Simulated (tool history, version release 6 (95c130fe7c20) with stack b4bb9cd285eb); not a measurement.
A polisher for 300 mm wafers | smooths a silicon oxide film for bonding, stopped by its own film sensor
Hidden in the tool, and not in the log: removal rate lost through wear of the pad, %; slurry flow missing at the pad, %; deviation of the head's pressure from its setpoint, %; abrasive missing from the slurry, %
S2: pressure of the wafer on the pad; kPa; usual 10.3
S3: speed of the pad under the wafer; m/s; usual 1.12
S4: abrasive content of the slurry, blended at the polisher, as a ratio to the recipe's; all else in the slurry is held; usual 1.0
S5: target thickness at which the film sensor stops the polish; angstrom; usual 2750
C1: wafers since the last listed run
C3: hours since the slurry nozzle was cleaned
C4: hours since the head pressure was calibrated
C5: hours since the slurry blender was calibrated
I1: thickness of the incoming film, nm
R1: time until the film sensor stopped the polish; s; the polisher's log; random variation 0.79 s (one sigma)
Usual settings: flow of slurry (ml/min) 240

Run 1, day 0.000: usual settings but flow of slurry (ml/min) 295; C1 0; wafers polished on this pad 3510; C3 606.0; C4 1057.9; C5 382.4; I1 326.4. Result: R1 94.4 s.
Run 2, day 1.975: usual settings but flow of slurry (ml/min) 295; C1 416; wafers polished on this pad 3927; C3 653.4; C4 1105.3; C5 429.8; I1 332.4. Result: R1 105.8 s.
At day 2.475: worn pad replaced by a new one.
At day 5.262: slurry blender recalibrated.
At day 6.300: slurry nozzle cleaned.
Run 3, day 6.446: usual settings but flow of slurry (ml/min) 295; C1 881; wafers polished on this pad 811; C3 3.5; C4 1212.6; C5 28.4; I1 329.5. Result: R1 91.4 s.
At day 7.850: head pressure recalibrated.
Run 4, day 12.858: usual settings but S2 9.0 kPa; C1 1335; wafers polished on this pad 2146; C3 157.4; C4 120.2; C5 182.3; I1 325.5. Result: R1 103.9 s.
Run 5, day 16.112: usual settings; C1 686; wafers polished on this pad 2832; C3 235.5; C4 198.3; C5 260.4; I1 331.1. Result: R1 102.9 s.
Run 6, day 19.433: usual settings; C1 700; wafers polished on this pad 3533; C3 315.2; C4 278.0; C5 340.1; I1 330.5. Result: R1 103.9 s.
Run 7, day 21.350: usual settings; C1 404; wafers polished on this pad 3937; C3 361.2; C4 324.0; C5 386.1; I1 326.9. Result: R1 99.1 s.
Run 8, day 23.017: usual settings; C1 351; wafers polished on this pad 4289; C3 401.2; C4 364.0; C5 426.1; I1 328.7. Result: R1 100.4 s.
At day 24.496: worn pad replaced by a new one.
At day 25.908: slurry blender recalibrated.
Run 9, day 27.038: usual settings; C1 795; wafers polished on this pad 518; C3 497.7; C4 460.5; C5 27.1; I1 327.5. Result: R1 89.8 s.
Run 10, day 30.296: usual settings; C1 687; wafers polished on this pad 1206; C3 575.9; C4 538.7; C5 105.3; I1 328.8. Result: R1 93.9 s.
Run 11, day 34.579: usual settings; C1 903; wafers polished on this pad 2110; C3 678.7; C4 641.5; C5 208.1; I1 330.8. Result: R1 100.8 s.
At day 36.612: slurry nozzle cleaned.
Run 12, day 38.283: usual settings but S3 1.26 m/s; C1 772; wafers polished on this pad 2882; C3 40.1; C4 730.4; C5 297.0; I1 332.9. Result: R1 99.1 s.
Run 13, day 40.421: usual settings but S3 1.26 m/s; C1 450; wafers polished on this pad 3333; C3 91.4; C4 781.7; C5 348.3; I1 330.2. Result: R1 95.5 s.
At day 44.062: worn pad replaced by a new one.
Run 14, day 44.083: usual settings; C1 737; wafers polished on this pad 4; C3 179.3; C4 869.6; C5 436.2; I1 328.5. Result: R1 98.8 s.
Run 15, day 47.833: usual settings; C1 791; wafers polished on this pad 795; C3 269.3; C4 959.6; C5 526.2; I1 333.7. Result: R1 106.4 s.
At day 48.892: head pressure recalibrated.
At day 49.517: slurry blender recalibrated.
Run 16, day 52.546: usual settings but S2 7.6 kPa, S5 2910 angstrom; C1 959; wafers polished on this pad 1754; C3 382.4; C4 87.7; C5 72.7; I1 333.8. Result: R1 101.8 s.
Run 17, day 55.946: usual settings; C1 717; wafers polished on this pad 2471; C3 464.0; C4 169.3; C5 154.3; I1 325.8. Result: R1 90.3 s.
Run 18, day 58.704: usual settings but flow of slurry (ml/min) 315, S2 9.0 kPa, S4 0.8; C1 581; wafers polished on this pad 3053; C3 530.2; C4 235.5; C5 220.5; I1 331.4. Result: R1 143.9 s.
At day 61.742: worn pad replaced by a new one.
Run 19, day 61.817: usual settings but flow of slurry (ml/min) 275, S3 0.88 m/s; C1 621; wafers polished on this pad 16; C3 604.9; C4 310.2; C5 295.2; I1 330.1. Result: R1 109.7 s.
Run 20, day 64.000: usual settings but S3 0.92 m/s, S5 2830 angstrom; C1 460; wafers polished on this pad 476; C3 657.3; C4 362.6; C5 347.6; I1 335.1. Result: R1 103.6 s.
Run 21, day 67.933: usual settings but S3 1.36 m/s; C1 829; wafers polished on this pad 1306; C3 751.7; C4 457.0; C5 442.0; I1 334.0. Result: R1 97.3 s.
Run 22, day 70.504: usual settings but S3 1.38 m/s, S4 0.9; C1 542; wafers polished on this pad 1848; C3 813.4; C4 518.7; C5 503.7; I1 324.6. Result: R1 88.3 s.
At day 71.108: slurry nozzle cleaned.
At day 71.950: slurry blender recalibrated.
Run 23, day 77.367: usual settings but S5 2620 angstrom; C1 1421; wafers polished on this pad 3270; C3 150.2; C4 683.4; C5 130.0; I1 329.8. Result: R1 121.8 s.
Run 24, day 80.421: usual settings but S4 0.9, S5 2820 angstrom; C1 644; wafers polished on this pad 3914; C3 223.5; C4 756.7; C5 203.3; I1 328.1. Result: R1 93.5 s.
At day 81.562: worn pad replaced by a new one.
Run 25, day 84.333: usual settings but flow of slurry (ml/min) 200, S3 1.38 m/s, S4 1.2; C1 790; wafers polished on this pad 584; C3 317.4; C4 850.6; C5 297.2; I1 328.3. Result: R1 75.7 s.
Run 26, day 88.271: usual settings but flow of slurry (ml/min) 200, S3 0.96 m/s; C1 830; wafers polished on this pad 1415; C3 411.9; C4 945.1; C5 391.7; I1 328.7. Result: R1 107.1 s.
Run 27, day 92.204: usual settings but S2 7.6 kPa, S5 2890 angstrom; C1 829; wafers polished on this pad 2245; C3 506.3; C4 1039.5; C5 486.1; I1 332.2. Result: R1 109.5 s.
At day 94.371: slurry blender recalibrated.
Run 28, day 95.417: usual settings but S2 7.6 kPa, S5 2890 angstrom; C1 660; wafers polished on this pad 2905; C3 583.4; C4 1116.6; C5 25.1; I1 327.0. Result: R1 90.9 s.
At day 98.621: slurry nozzle cleaned.
Run 29, day 99.879: usual settings but flow of slurry (ml/min) 295, S5 2640 angstrom; C1 932; wafers polished on this pad 3837; C3 30.2; C4 1223.7; C5 132.2; I1 327.3. Result: R1 111.4 s.
At day 100.608: head pressure recalibrated.
At day 102.517: worn pad replaced by a new one.
Run 30, day 102.733: usual settings but flow of slurry (ml/min) 315, S2 9.0 kPa, S4 0.8; C1 549; wafers polished on this pad 45; C3 98.7; C4 51.0; C5 200.7; I1 328.5. Result: R1 133.3 s.

Forecast each of these 3 alternatives for the next run:
Run A, day 102.750: usual settings but flow of slurry (ml/min) 195; C1 3; wafers polished on this pad 49; C3 99.1; C4 51.4; C5 201.1; I1 327.6. Result: R1 ?.
Run B, day 102.750: usual settings but S5 2900 angstrom; C1 3; wafers polished on this pad 49; C3 99.1; C4 51.4; C5 201.1; I1 327.6. Result: R1 ?.
Run C, day 102.750: usual settings but flow of slurry (ml/min) 200, S2 8.3 kPa; C1 3; wafers polished on this pad 49; C3 99.1; C4 51.4; C5 201.1; I1 327.6. Result: R1 ?.

run     R1
  A   96.2
  B   67.4
  C  119.9
Without the tool's hidden state the same runs would have given:
run     R1
  A   90.5
  B   63.4
  C  112.9
